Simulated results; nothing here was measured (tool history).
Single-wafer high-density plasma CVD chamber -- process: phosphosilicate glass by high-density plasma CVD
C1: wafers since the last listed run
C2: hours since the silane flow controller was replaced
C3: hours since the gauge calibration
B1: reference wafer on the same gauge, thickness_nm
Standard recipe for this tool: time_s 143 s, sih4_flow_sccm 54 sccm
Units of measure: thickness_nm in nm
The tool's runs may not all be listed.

{"run": 1, "hour": 0.0, "time_s": 143, "sih4_flow_sccm": 60, "C1": 0, "C2": 3229.1, "C3": 84.8, "B1": 874.698, "thickness_nm": 869.884}
{"run": 2, "hour": 15.4, "time_s": 143, "sih4_flow_sccm": 60, "C1": 169, "C2": 3244.5, "C3": 100.2, "B1": 874.798, "thickness_nm": 869.812}
{"run": 3, "hour": 27.5, "time_s": 143, "sih4_flow_sccm": 54, "C1": 132, "C2": 3256.6, "C3": 112.3, "B1": 875.379, "thickness_nm": 785.752}
{"run": 4, "hour": 39.8, "time_s": 164, "sih4_flow_sccm": 54, "C1": 135, "C2": 3268.9, "C3": 124.6, "B1": 875.885, "thickness_nm": 900.997}
{"run": 5, "hour": 48.2, "time_s": 164, "sih4_flow_sccm": 54, "C1": 92, "C2": 3277.3, "C3": 133.0, "B1": 875.459, "thickness_nm": 899.076}
{"run": 6, "hour": 56.0, "time_s": 143, "sih4_flow_sccm": 54, "C1": 85, "C2": 3285.1, "C3": 140.8, "B1": 876.063, "thickness_nm": 783.666}
{"run": 7, "hour": 65.3, "time_s": 143, "sih4_flow_sccm": 54, "C1": 102, "C2": 3294.4, "C3": 150.1, "B1": 876.249, "thickness_nm": 784.006}
{"run": 8, "hour": 71.7, "time_s": 132, "sih4_flow_sccm": 46, "C1": 70, "C2": 3300.8, "C3": 156.5, "B1": 875.874, "thickness_nm": 616.382}
{"run": 9, "hour": 105.8, "time_s": 132, "sih4_flow_sccm": 46, "C1": 374, "C2": 3334.9, "C3": 190.6, "B1": 876.696, "thickness_nm": 617.968}
{"run": 10, "hour": 122.2, "time_s": 143, "sih4_flow_sccm": 54, "C1": 180, "C2": 3351.3, "C3": 207.0, "B1": 876.876, "thickness_nm": 785.439}
{"run": 11, "hour": 130.1, "time_s": 143, "sih4_flow_sccm": 54, "C1": 86, "C2": 3359.2, "C3": 214.9, "B1": 876.534, "thickness_nm": 786.798}
{"hour": 135.6, "done": "gauge calibrated"}
{"run": 12, "hour": 139.2, "time_s": 115, "sih4_flow_sccm": 48, "C1": 99, "C2": 3368.3, "C3": 3.6, "B1": 869.695, "thickness_nm": 557.983}
{"run": 13, "hour": 148.3, "time_s": 143, "sih4_flow_sccm": 54, "C1": 99, "C2": 3377.4, "C3": 12.7, "B1": 871.277, "thickness_nm": 780.13}
{"run": 14, "hour": 155.1, "time_s": 130, "sih4_flow_sccm": 63, "C1": 74, "C2": 3384.2, "C3": 19.5, "B1": 872.08, "thickness_nm": 827.98}
{"run": 15, "hour": 161.8, "time_s": 143, "sih4_flow_sccm": 54, "C1": 73, "C2": 3390.9, "C3": 26.2, "B1": 871.971, "thickness_nm": 780.677}
{"run": 16, "hour": 190.6, "time_s": 143, "sih4_flow_sccm": 47, "C1": 316, "C2": 3419.7, "C3": 55.0, "B1": 874.387, "thickness_nm": 681.727}
{"hour": 204.2, "done": "silane flow controller replaced"}
{"run": 17, "hour": 204.7, "time_s": 143, "sih4_flow_sccm": 54, "C1": 66, "C2": 0.5, "C3": 69.1, "B1": 875.305, "thickness_nm": 782.46}
{"run": 18, "hour": 205.2, "time_s": 131, "sih4_flow_sccm": 54, "C1": 5, "C2": 1.0, "C3": 69.6, "B1": 875.033, "thickness_nm": 718.366}
{"run": 19, "hour": 217.3, "time_s": 156, "sih4_flow_sccm": 59, "C1": 132, "C2": 13.1, "C3": 81.7, "B1": 874.784, "thickness_nm": 934.793}
{"run": 20, "hour": 229.1, "time_s": 126, "sih4_flow_sccm": 58, "C1": 129, "C2": 24.9, "C3": 93.5, "B1": 876.005, "thickness_nm": 740.568}
{"run": 21, "hour": 242.3, "time_s": 116, "sih4_flow_sccm": 63, "C1": 144, "C2": 38.1, "C3": 106.7, "B1": 876.423, "thickness_nm": 742.533}
{"run": 22, "hour": 259.0, "time_s": 143, "sih4_flow_sccm": 54, "C1": 183, "C2": 54.8, "C3": 123.4, "B1": 876.297, "thickness_nm": 786.249}

Consider 3 possible next runs. They are alternatives, not a sequence: every one starts from the tool as it was left by run 22. What does each give?
{"run": "A", "hour": 259.4, "time_s": 143, "sih4_flow_sccm": 44, "C1": 4, "C2": 55.2, "C3": 123.8, "B1": "?", "thickness_nm": "?"}
{"run": "B", "hour": 259.4, "time_s": 161, "sih4_flow_sccm": 58, "C1": 4, "C2": 55.2, "C3": 123.8, "B1": "?", "thickness_nm": "?"}
{"run": "C", "hour": 259.4, "time_s": 115, "sih4_flow_sccm": 59, "C1": 4, "C2": 55.2, "C3": 123.8, "B1": "?", "thickness_nm": "?"}

run=A B1=876.373 thickness_nm=640.232
run=B B1=876.373 thickness_nm=950.173
run=C B1=876.373 thickness_nm=690.397
With the hidden condition removed and each run's random variation left untouched, the same runs would have given:
run=A thickness_nm=634.610
run=B thickness_nm=941.829
run=C thickness_nm=684.334
